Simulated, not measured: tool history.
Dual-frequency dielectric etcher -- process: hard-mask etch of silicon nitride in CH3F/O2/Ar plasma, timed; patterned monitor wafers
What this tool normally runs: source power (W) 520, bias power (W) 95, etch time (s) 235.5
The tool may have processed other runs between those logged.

run	day	source power (W)	bias power (W)	etch time (s)	wafers since the last listed run	hours since the last wet clean	hours since the last source power generator calibration	hours since the last bias power generator calibration	hours since the last upper electrode change	hours since the gauge calibration	read-back reference wafer on the same gauge, depth_nm	mean etch depth across the wafer (nm)
1	0	520	95	235.5	0	34.4	2139.8	3138.6	2907.9	138.7	214	185.3
2	2.471	520	95	235.5	473	93.7	2199.1	3197.9	2967.2	198	214	186.5
3	6.808	520	95	235.5	830	197.8	2303.2	3302	3071.3	302.1	213.9	185
4	8.388	520	95	235.5	302	235.7	2341.1	3339.9	3109.2	340	214	185.3
5	10.875	610	95	235.5	476	295.4	2400.8	3399.6	3168.9	399.7	214	198
6	14.383	610	95	235.5	672	379.6	2485	3483.8	3253.1	483.9	214	196.6
7	17.575	520	95	235.5	611	456.2	2561.6	3560.4	3329.7	560.5	214	185.1
# day 19.175: bias power generator calibrated
8	19.196	520	95	235.5	278	495.1	2600.5	0.5	3368.6	599.4	213.9	186.4
# day 20.65: wet clean of the chamber
9	21.775	520	104	255	302	27	2662.4	62.4	3430.5	661.3	214	210.8
10	23.542	520	104	255	338	69.4	2704.8	104.8	3472.9	703.7	214	212.1
11	26.829	520	110	235.5	629	148.3	2783.7	183.7	3551.8	782.6	214.1	201.4
12	29.162	390	95	254	447	204.3	2839.7	239.7	3607.8	838.6	213.9	177.9
# day 30.796: upper electrode replaced
# day 31.658: gauge calibrated
# day 33.542: source power generator calibrated
13	33.646	520	95	235.5	635	311.9	2.5	347.3	68.4	47.7	214.1	185
14	36.188	640	71	283	486	372.9	63.5	408.3	129.4	108.7	214.1	204.1
15	38.846	560	83	288	509	436.7	127.3	472.1	193.2	172.5	214	216.4
# day 41.904: wet clean of the chamber
16	41.925	520	85	171.5	398	0.5	201.2	546	267.1	246.4	214	126.5
17	42.896	520	105	235.5	185	23.8	224.5	569.3	290.4	269.7	214	195.9
18	45.996	480	95	301.5	593	98.2	298.9	643.7	364.8	344.1	213.9	230.4
19	53.446	420	75	168.5	1427	277	477.7	822.5	543.6	522.9	214	105.8
20	56.317	560	95	235.5	549	345.9	546.6	891.4	612.5	591.8	214.1	192
21	58.367	520	84	235.5	392	395.1	595.8	940.6	661.7	641	213.9	173.8
22	61.358	640	105	179	573	466.9	667.6	1012.4	733.5	712.8	214	161.4
# day 62.625: wet clean of the chamber
23	63.25	520	95	235.5	170	15	713	1057.8	778.9	758.2	213.9	185.3

Predict each of these 3 candidate next runs independently; none follows another, all start after run 23:
A	63.271	620	95	235.5	3	15.5	713.5	1058.3	779.4	758.7	?	?
B	63.271	610	116	170.5	3	15.5	713.5	1058.3	779.4	758.7	?	?
C	63.271	640	87	294.5	3	15.5	713.5	1058.3	779.4	758.7	?	?

run	read-back reference wafer on the same gauge, depth_nm	mean etch depth across the wafer (nm)
A	214	198.6
B	214	159.4
C	214	239.2
Without the tool's unlogged condition, the same runs would have read:
run	mean etch depth across the wafer (nm)
A	198.6
B	159.4
C	239.2
